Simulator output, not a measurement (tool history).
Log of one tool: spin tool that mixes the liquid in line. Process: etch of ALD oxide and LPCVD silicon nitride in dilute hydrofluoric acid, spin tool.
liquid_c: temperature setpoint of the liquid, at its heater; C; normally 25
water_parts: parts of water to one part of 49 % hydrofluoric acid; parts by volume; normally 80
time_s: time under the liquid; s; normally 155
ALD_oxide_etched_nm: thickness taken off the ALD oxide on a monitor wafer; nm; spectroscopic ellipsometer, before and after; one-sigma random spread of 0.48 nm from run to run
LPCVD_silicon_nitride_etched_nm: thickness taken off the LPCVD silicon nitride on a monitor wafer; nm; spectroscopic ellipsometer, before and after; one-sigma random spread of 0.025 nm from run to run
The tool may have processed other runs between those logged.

run	hour	liquid_c	water_parts	time_s	wafers since the last listed run	hours since the thermometer was replaced	hours since the hydrofluoric acid flow meter was replaced	hours since the gauge calibration	read-back film thickness of the ALD oxide reference wafer, read on the same gauge (nm)	read-back film thickness of the LPCVD silicon nitride reference wafer, read on the same gauge (nm)	ALD_oxide_etched_nm	LPCVD_silicon_nitride_etched_nm
1	0	25	80	155	0	2293.4	1665	1000.2	99.98	100.006	57.15	1.25
2	59.5	25	80	155	579	2352.9	1724.5	1059.7	99.99	99.992	56.74	1.296
# hour 66.3: gauge calibrated
3	75.4	25	80	130	154	2368.8	1740.4	9.1	100	99.995	48.07	1.039
# hour 98.6: thermometer replaced
4	101.1	25	80	125	240	2.5	1766.1	34.8	100.04	99.988	41.16	0.853
5	120.8	25	80	155	191	22.2	1785.8	54.5	99.99	100.007	51.54	1.061
6	138.9	30	65	75	176	40.3	1803.9	72.6	100	100.017	38.71	0.856
7	162.6	25	80	225	230	64	1827.6	96.3	99.98	99.998	74.85	1.534
8	180.7	30	100	200	176	82.1	1845.7	114.4	99.99	99.992	61.82	1.49
9	210.1	28	80	65	286	111.5	1875.1	143.8	99.97	99.986	25.04	0.533
10	274.2	25	120	155	624	175.6	1939.2	207.9	100.02	100.011	33.41	0.727
11	302.2	25	80	155	272	203.6	1967.2	235.9	99.99	99.977	51.16	1.097
# hour 320.2: hydrofluoric acid flow meter replaced
12	323.3	25	80	155	195	224.7	3.1	257	99.99	99.993	50.97	1.067
13	338.6	25	80	220	149	240	18.4	272.3	100.01	100.002	73.98	1.591
14	367.1	27	80	225	277	268.5	46.9	300.8	99.97	99.984	82.52	1.738
15	382.4	27	105	120	149	283.8	62.2	316.1	100.02	99.992	32.16	0.742
16	413.2	25	105	190	299	314.6	93	346.9	100.02	99.996	47.74	1.054
17	430.3	25	80	155	166	331.7	110.1	364	99.99	100.015	52.41	1.123
18	453.1	28	80	155	222	354.5	132.9	386.8	99.99	100.007	59.26	1.306
19	477.5	26.5	55	155	237	378.9	157.3	411.2	99.99	99.999	85.02	1.738
20	507	25	80	155	287	408.4	186.8	440.7	100.01	100.005	52.9	1.168
21	525.1	25	105	155	176	426.5	204.9	458.8	100.01	99.996	39.29	0.867
22	544.6	25	80	155	189	446	224.4	478.3	100.02	100.006	52.95	1.092
23	564.7	28.5	80	60	195	466.1	244.5	498.4	100.01	100.008	23.29	0.539
24	583.4	25	45	125	182	484.8	263.2	517.1	99.99	100.01	78.07	1.59
25	687.3	25	80	155	1012	588.7	367.1	621	99.99	100.006	53.93	1.13

Hidden state at the last listed run before each entry between runs and at the first one after, where it differs:
Run 2 -> run 3: gauge calibrated (hour 66.3)
  liquid hotter than its thermometer reads (K): 2.66 -> 2.68
  what was measured, less what the result would be without the hidden state, ALD_oxide_etched_nm: +5.64 -> +4.82 nm; LPCVD_silicon_nitride_etched_nm: +0.206 -> +0.166 nm
Run 3 -> run 4: thermometer replaced (hour 98.6)
  liquid hotter than its thermometer reads (K): 2.68 -> 0.059
  what was measured, less what the result would be without the hidden state, ALD_oxide_etched_nm: +4.82 -> +0.1 nm; LPCVD_silicon_nitride_etched_nm: +0.166 -> +0.003 nm
Run 11 -> run 12: hydrofluoric acid flow meter replaced (hour 320.2)
  liquid hotter than its thermometer reads (K): 0.27 -> 0.292
  what was measured, less what the result would be without the hidden state, ALD_oxide_etched_nm: +0.54 -> +0.59 nm; LPCVD_silicon_nitride_etched_nm: +0.019 -> +0.02 nm

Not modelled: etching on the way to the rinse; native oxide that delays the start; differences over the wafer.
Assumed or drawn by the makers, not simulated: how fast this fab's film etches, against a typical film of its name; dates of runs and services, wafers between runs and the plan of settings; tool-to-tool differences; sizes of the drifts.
